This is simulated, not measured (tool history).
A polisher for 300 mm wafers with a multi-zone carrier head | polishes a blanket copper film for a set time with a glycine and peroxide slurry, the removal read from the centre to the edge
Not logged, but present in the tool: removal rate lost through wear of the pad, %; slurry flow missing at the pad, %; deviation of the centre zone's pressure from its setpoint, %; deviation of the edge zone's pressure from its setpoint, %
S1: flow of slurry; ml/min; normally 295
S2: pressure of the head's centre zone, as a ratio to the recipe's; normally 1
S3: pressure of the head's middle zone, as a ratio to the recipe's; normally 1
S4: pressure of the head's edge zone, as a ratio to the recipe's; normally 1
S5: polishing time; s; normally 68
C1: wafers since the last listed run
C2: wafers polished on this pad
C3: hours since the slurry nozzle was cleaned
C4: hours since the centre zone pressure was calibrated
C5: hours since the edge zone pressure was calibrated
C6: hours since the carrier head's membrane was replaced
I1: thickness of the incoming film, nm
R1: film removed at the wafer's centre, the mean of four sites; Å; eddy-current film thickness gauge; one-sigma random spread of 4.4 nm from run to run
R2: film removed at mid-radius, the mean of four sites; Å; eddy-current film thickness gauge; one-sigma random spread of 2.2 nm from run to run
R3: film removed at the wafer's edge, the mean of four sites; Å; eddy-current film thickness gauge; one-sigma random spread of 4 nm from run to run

run,hour,S1,S2,S3,S4,S5,C1,C2,C3,C4,C5,C6,I1,R1,R2,R3
1,0,295,1,1,1,68,0,882,56.1,399.5,908.9,305.7,1412.2,2821,2657,2769
2,22.5,295,1,1,1,68,134,1017,78.6,422,931.4,328.2,1422.8,2792,2665,2807
3,40.7,295,1,1,1,68,109,1126,96.8,440.2,949.6,346.4,1418.3,2794,2684,2786
4,63.1,295,0.92,0.95,1,68,134,1260,119.2,462.6,972,368.8,1399.9,2606,2552,2859
# hour 67.7: worn pad replaced by a new one
5,80.4,295,0.92,0.95,1,68,79,76,136.5,479.9,989.3,386.1,1435.8,2404,2421,2638
6,93.4,295,1,1,1,68,77,154,149.5,492.9,1002.3,399.1,1421.5,2605,2517,2621
7,108.2,295,1,1,1,68,88,242,164.3,507.7,1017.1,413.9,1421.1,2606,2502,2587
# hour 119.5: edge zone pressure recalibrated
8,127.3,320,1,1,1,78,102,345,183.4,526.8,7.8,433,1434.1,2940,2845,2961
# hour 141.4: centre zone pressure recalibrated
9,143.2,320,1,1,1,78,83,428,199.3,1.8,23.7,448.9,1425.9,2910,2823,2942
10,156.7,295,1,1,1,75,80,509,212.8,15.3,37.2,462.4,1417,2852,2634,2797
# hour 170.2: worn pad replaced by a new one, repeated, since the last time left the tool worse
11,186.5,295,1,1,1.11,68,154,97,242.6,45.1,67,492.2,1439,2916,2775,3123
12,206.8,200,1,1,1.06,68,121,219,262.9,65.4,87.3,512.5,1418.6,2890,2687,2936
# hour 209.1: slurry nozzle cleaned
13,236.4,205,1,1,1.05,68,171,390,27.3,95,116.9,542.1,1393.2,2720,2658,2889
14,261,295,1,1,1,68,147,538,51.9,119.6,141.5,566.7,1428.5,2901,2713,2851
15,283.3,335,0.96,1,1.12,80,133,671,74.2,141.9,163.8,589,1437.4,3221,3233,3539
16,306.3,205,1,1,1,68,137,809,97.2,164.9,186.8,612,1413.9,2739,2596,2735
# hour 320.5: carrier head's membrane replaced by a new one
17,321,205,1,1,1,68,58,867,111.9,179.6,201.5,0.5,1426.6,2697,2604,2714
18,340.2,295,1.11,1,1,68,115,982,131.1,198.8,220.7,19.7,1400.3,3094,2674,2793
# hour 383.1: worn pad replaced by a new one
19,415.7,380,1,0.92,1,68,428,195,206.6,274.3,296.2,95.2,1426.6,3041,2644,2983
# hour 436: slurry nozzle cleaned
20,447.1,295,0.89,1,1.06,46,182,377,11.1,305.7,327.6,126.6,1423.6,1717,1888,2031
21,465.6,395,1,1,1,68,110,488,29.6,324.2,346.1,145.1,1416.7,2912,2774,2828
22,484.6,220,1,1,0.89,68,113,602,48.6,343.2,365.1,164.1,1406.3,2802,2633,2656
23,505.7,295,1,1,1,68,126,728,69.7,364.3,386.2,185.2,1397.6,2845,2727,2881

Some steps in R1, run to run, broken into two amounts with sign: the step expected even without the hidden condition (settings, incoming material, random variation), and the rest, left for the hidden condition together with whatever gauge scatter is not in both the measured and the hidden-condition-free result:
Run 10 -> 11: S4 1 -> 1.11, S5 75 -> 68, worn pad replaced by a new one, repeated, since the last time left the tool worse. R1 +64 Å: hidden state +462, all else -398.
Run 18 -> 19: S1 295 -> 380, S2 1.11 -> 1, S3 1 -> 0.92, worn pad replaced by a new one. R1 -53 Å: hidden state +119, all else -172.
Run 19 -> 20: S1 380 -> 295, S2 1 -> 0.89, S3 0.92 -> 1, S4 1 -> 1.06, S5 68 -> 46, slurry nozzle cleaned. R1 -1324 Å: hidden state +13, all else -1337.
Run 20 -> 21: S1 295 -> 395, S2 0.89 -> 1, S4 1.06 -> 1, S5 46 -> 68. R1 +1195 Å: hidden state -76, all else +1271.

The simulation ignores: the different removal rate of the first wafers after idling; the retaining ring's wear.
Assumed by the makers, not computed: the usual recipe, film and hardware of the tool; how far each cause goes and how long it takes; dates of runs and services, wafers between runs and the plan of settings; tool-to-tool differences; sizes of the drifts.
